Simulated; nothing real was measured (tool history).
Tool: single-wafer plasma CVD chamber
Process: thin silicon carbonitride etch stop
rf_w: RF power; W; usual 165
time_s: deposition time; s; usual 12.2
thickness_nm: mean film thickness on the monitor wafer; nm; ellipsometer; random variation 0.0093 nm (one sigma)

run	hour	rf_w	time_s	wafers since the last listed run	hours since the last thermocouple change	hours since the last RF generator calibration	hours since the showerhead was replaced	hours since the gauge calibration	read-back reference wafer on the same gauge, thickness_nm	thickness_nm
1	0.0	175	12.2	0	2003.6	1758.5	3884.4	177.6	6.123	6.353
2	15.9	175	12.2	643	2019.5	1774.4	3900.3	193.5	6.128	6.358
3	23.6	165	12.8	311	2027.2	1782.1	3908.0	201.2	6.129	6.560
4	36.3	165	12.8	513	2039.9	1794.8	3920.7	213.9	6.133	6.561
5	52.3	165	12.2	647	2055.9	1810.8	3936.7	229.9	6.138	6.250
6	58.5	165	12.2	250	2062.1	1817.0	3942.9	236.1	6.138	6.269
# hour 61.5: gauge calibrated
7	70.3	165	12.2	477	2073.9	1828.8	3954.7	8.8	6.088	6.195
# hour 79.6: thermocouple changed; heater temperature recalibrated
8	83.8	165	12.2	222	4.2	1842.3	3968.2	22.3	6.090	6.225
# hour 94.2: showerhead replaced
# hour 103.1: RF generator calibrated
9	103.6	165	10.9	153	24.0	0.5	9.4	42.1	6.095	5.552
10	114.1	165	12.2	424	34.5	11.0	19.9	52.6	6.098	6.241
11	121.6	165	13.7	303	42.0	18.5	27.4	60.1	6.101	6.981
12	133.7	165	12.2	489	54.1	30.6	39.5	72.2	6.105	6.216
13	141.0	175	13.9	295	61.4	37.9	46.8	79.5	6.105	7.205
14	158.6	185	12.2	711	79.0	55.5	64.4	97.1	6.111	6.445
15	174.7	165	12.2	651	95.1	71.6	80.5	113.2	6.114	6.236
16	186.3	155	11.1	469	106.7	83.2	92.1	124.8	6.117	5.569
17	201.4	190	13.9	610	121.8	98.3	107.2	139.9	6.119	7.418

Forecast each of these 3 alternatives for the next run:
A	201.8	150	12.2	16	122.2	98.7	107.6	140.3	?	?
B	201.8	155	13.4	16	122.2	98.7	107.6	140.3	?	?
C	201.8	185	10.2	16	122.2	98.7	107.6	140.3	?	?

run	read-back reference wafer on the same gauge, thickness_nm	thickness_nm
A	6.120	6.071
B	6.120	6.730
C	6.120	5.386
Without the tool's hidden state the same runs would have given:
run	thickness_nm
A	6.032
B	6.686
C	5.351
